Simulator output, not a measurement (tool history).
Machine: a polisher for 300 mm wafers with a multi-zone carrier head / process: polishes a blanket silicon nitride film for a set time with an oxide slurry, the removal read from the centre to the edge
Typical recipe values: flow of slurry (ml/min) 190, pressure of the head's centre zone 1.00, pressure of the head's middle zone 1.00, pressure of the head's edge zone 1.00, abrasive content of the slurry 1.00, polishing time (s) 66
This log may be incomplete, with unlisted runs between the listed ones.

run   hour  flow of slurry (ml/min)  pressure of the head's centre zone  pressure of the head's middle zone  pressure of the head's edge zone  abrasive content of the slurry  polishing time (s)  incoming thickness of the incoming film, nm  film removed at the wafer's centre (nm)  film removed at mid-radius (nm)  film removed at the wafer's edge (nm)
  1    0.0                      190                                1.00                                1.00                              1.00                            1.00                  66                                        250.5                                     68.6                             66.9                                   68.2
  2   19.7                      190                                1.00                                1.00                              1.00                            1.00                  66                                        250.6                                     68.3                             66.8                                   68.5
  3   50.9                      190                                1.00                                1.00                              1.00                            1.00                  66                                        249.8                                     66.6                             66.6                                   68.2
  4   76.6                      190                                1.00                                1.00                              1.00                            1.00                  66                                        253.2                                     67.6                             66.8                                   66.8
      84.2  -- worn pad replaced by a new one
  5  110.2                      190                                1.00                                1.00                              1.00                            1.00                  66                                        249.7                                     66.7                             66.3                                   67.5
  6  141.7                      190                                1.00                                1.00                              1.08                            1.00                  66                                        249.8                                     65.0                             63.7                                   70.2
  7  168.6                      190                                1.00                                1.00                              1.08                            1.00                  66                                        249.5                                     64.9                             63.7                                   69.5
  8  195.1                      190                                1.00                                1.00                              1.00                            1.00                  66                                        250.5                                     65.3                             63.7                                   65.2
     206.5  -- worn pad replaced by a new one
  9  219.6                      190                                1.00                                1.00                              1.00                            1.00                  66                                        253.0                                     64.2                             61.4                                   64.8
 10  246.5                      190                                1.00                                1.00                              1.00                            1.00                  66                                        251.0                                     61.7                             61.7                                   63.7
     256.2  -- slurry nozzle cleaned
 11  278.0                      165                                1.03                                1.00                              1.08                            1.00                  46                                        253.6                                     49.9                             46.9                                   49.0
     309.8  -- worn pad replaced by a new one
 12  328.4                      190                                0.89                                1.00                              1.00                            1.00                  66                                        245.1                                     63.0                             68.4                                   69.2
 13  340.9                      190                                1.00                                1.00                              1.00                            1.00                  82                                        247.7                                     85.4                             84.6                                   85.2
 14  356.9                      190                                0.95                                1.08                              0.90                            1.00                  66                                        252.6                                     64.7                             72.5                                   64.8
 15  378.1                      190                                1.00                                1.00                              1.00                            1.00                  85                                        251.2                                     87.7                             86.4                                   88.5
     383.5  -- carrier head's membrane replaced by a new one
     395.3  -- edge zone pressure recalibrated
     419.6  -- worn pad replaced by a new one
     433.6  -- centre zone pressure recalibrated
 16  474.9                      220                                1.00                                1.00                              1.00                            1.00                  66                                        250.4                                     69.4                             68.1                                   69.7
 17  489.6                      190                                0.95                                1.08                              0.90                            1.00                  66                                        250.5                                     63.9                             68.6                                   64.5
 18  524.4                      190                                1.00                                1.00                              1.00                            1.00                  66                                        253.7                                     65.4                             64.4                                   66.7
     532.7  -- worn pad replaced by a new one
 19  559.2                      190                                0.95                                1.00                              1.00                            1.25                  66                                        247.8                                     70.4                             72.8                                   74.1

Alternative continuations, all from the tool just after run 19; predict every row:
  A  559.6                      190                                1.00                                1.00                              1.00                            1.00                  66                                        253.5                                        ?                                ?                                      ?
  B  559.6                      190                                1.00                                1.00                              0.97                            1.00                  66                                        253.5                                        ?                                ?                                      ?
  C  559.6                      125                                1.00                                1.00                              1.00                            1.00                  66                                        253.5                                        ?                                ?                                      ?

run  film removed at the wafer's centre (nm)  film removed at mid-radius (nm)  film removed at the wafer's edge (nm)
  A                                     64.4                             64.6                                   66.9
  B                                     64.4                             64.6                                   65.9
  C                                     55.3                             56.6                                   61.1
Take away the tool's hidden state, keep each run's random variation, and the runs would have read:
run  film removed at the wafer's centre (nm)  film removed at mid-radius (nm)  film removed at the wafer's edge (nm)
  A                                     69.9                             69.4                                   70.5
  B                                     69.9                             69.4                                   69.5
  C                                     63.1                             63.4                                   66.0
